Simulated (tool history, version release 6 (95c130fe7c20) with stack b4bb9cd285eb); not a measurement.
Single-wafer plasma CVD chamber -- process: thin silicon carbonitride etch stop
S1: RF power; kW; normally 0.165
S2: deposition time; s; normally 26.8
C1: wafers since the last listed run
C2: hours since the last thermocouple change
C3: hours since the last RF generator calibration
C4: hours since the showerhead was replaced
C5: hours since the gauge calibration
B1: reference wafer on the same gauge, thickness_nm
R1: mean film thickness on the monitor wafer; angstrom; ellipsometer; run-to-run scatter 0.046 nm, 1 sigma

run	hour	S1	S2	C1	C2	C3	C4	C5	B1	R1
1	0.0	0.165	22.8	0	27.4	514.5	3040.1	789.5	13.000	121.26
2	91.3	0.165	24.2	1188	118.7	605.8	3131.4	880.8	13.013	128.92
3	168.8	0.165	24.2	1009	196.2	683.3	3208.9	958.3	12.997	128.44
4	206.4	0.165	24.2	489	233.8	720.9	3246.5	995.9	13.001	128.71
5	246.8	0.185	26.8	526	274.2	761.3	3286.9	1036.3	13.012	147.11
6	319.9	0.185	26.8	951	347.3	834.4	3360.0	1109.4	13.002	147.69
7	391.3	0.165	26.8	929	418.7	905.8	3431.4	1180.8	12.998	142.71
8	487.3	0.165	26.8	1250	514.7	1001.8	3527.4	1276.8	13.003	142.36
9	568.0	0.165	26.8	1050	595.4	1082.5	3608.1	1357.5	12.998	142.45
10	652.3	0.175	24.1	1097	679.7	1166.8	3692.4	1441.8	12.995	130.54
11	756.4	0.145	26.8	1355	783.8	1270.9	3796.5	1545.9	12.993	137.99
12	827.2	0.165	26.8	922	854.6	1341.7	3867.3	1616.7	12.988	141.74
13	900.6	0.165	26.8	955	928.0	1415.1	3940.7	1690.1	13.006	142.28
14	958.3	0.165	24.3	751	985.7	1472.8	3998.4	1747.8	13.007	129.17
15	1050.3	0.165	24.3	1198	1077.7	1564.8	4090.4	1839.8	12.997	129.39
16	1100.4	0.140	24.4	652	1127.8	1614.9	4140.5	1889.9	12.997	123.95
17	1204.4	0.175	21.7	1354	1231.8	1718.9	4244.5	1993.9	13.008	116.63
# hour 1225.0: RF generator calibrated
# hour 1247.2: showerhead replaced, of another model than before
18	1247.7	0.195	30.7	355	1275.1	22.7	0.5	2037.2	12.995	169.45
19	1291.1	0.140	32.0	565	1318.5	66.1	43.9	2080.6	12.999	169.34
20	1332.9	0.180	31.2	544	1360.3	107.9	85.7	2122.4	13.005	169.31
# hour 1365.1: thermocouple changed; heater temperature recalibrated
21	1369.1	0.165	29.7	367	4.0	144.1	121.9	2158.6	12.998	160.19
22	1430.4	0.135	25.3	798	65.3	205.4	183.2	2219.9	12.981	133.37
23	1519.3	0.165	22.7	1157	154.2	294.3	272.1	2308.8	13.007	122.21
# hour 1540.0: gauge calibrated
24	1557.7	0.165	26.8	500	192.6	332.7	310.5	17.7	12.986	143.93
25	1607.7	0.165	29.6	651	242.6	382.7	360.5	67.7	13.013	159.36
26	1691.4	0.165	24.3	1090	326.3	466.4	444.2	151.4	12.990	130.42
27	1784.5	0.165	26.8	1212	419.4	559.5	537.3	244.5	13.005	143.39
28	1864.5	0.165	26.8	1041	499.4	639.5	617.3	324.5	12.979	144.25
29	1970.9	0.195	21.8	1385	605.8	745.9	723.7	430.9	13.004	119.01
30	2019.1	0.140	24.3	627	654.0	794.1	771.9	479.1	13.007	128.11
31	2089.5	0.165	23.2	916	724.4	864.5	842.3	549.5	12.993	124.28
32	2144.0	0.190	22.2	709	778.9	919.0	896.8	604.0	12.990	120.80
33	2197.5	0.190	22.4	696	832.4	972.5	950.3	657.5	13.014	122.21
34	2297.2	0.175	31.9	1298	932.1	1072.2	1050.0	757.2	13.010	172.61
35	2334.3	0.165	26.8	483	969.2	1109.3	1087.1	794.3	12.992	143.98

Selected run-to-run steps in R1, each split into two signed amounts: the part the tool would show with no hidden state at all (from settings, incoming material and random variation), and the remainder, which goes to the hidden state together with any gauge scatter not common to the measured and the hidden-state-free results:
Hidden conditions of the tool in this case: wafer temperature above the value expected at the setpoint (K); delivered RF power above the setpoint (%); gauge reads high (%).
Run 4 -> 5: S1 0.165 -> 0.185, S2 24.2 -> 26.8. R1 +18.40 angstrom: hidden state -0.30, all else +18.70.
Run 17 -> 18: S1 0.175 -> 0.195, S2 21.7 -> 30.7, RF generator calibrated, showerhead replaced, of another model than before. R1 +52.82 angstrom: hidden state +1.97, all else +50.85.
Run 25 -> 26: S2 29.6 -> 24.3. R1 -28.94 angstrom: hidden state +0.05, all else -28.99.
Run 33 -> 34: S1 0.190 -> 0.175, S2 22.4 -> 31.9. R1 +50.40 angstrom: hidden state -0.43, all else +50.83.

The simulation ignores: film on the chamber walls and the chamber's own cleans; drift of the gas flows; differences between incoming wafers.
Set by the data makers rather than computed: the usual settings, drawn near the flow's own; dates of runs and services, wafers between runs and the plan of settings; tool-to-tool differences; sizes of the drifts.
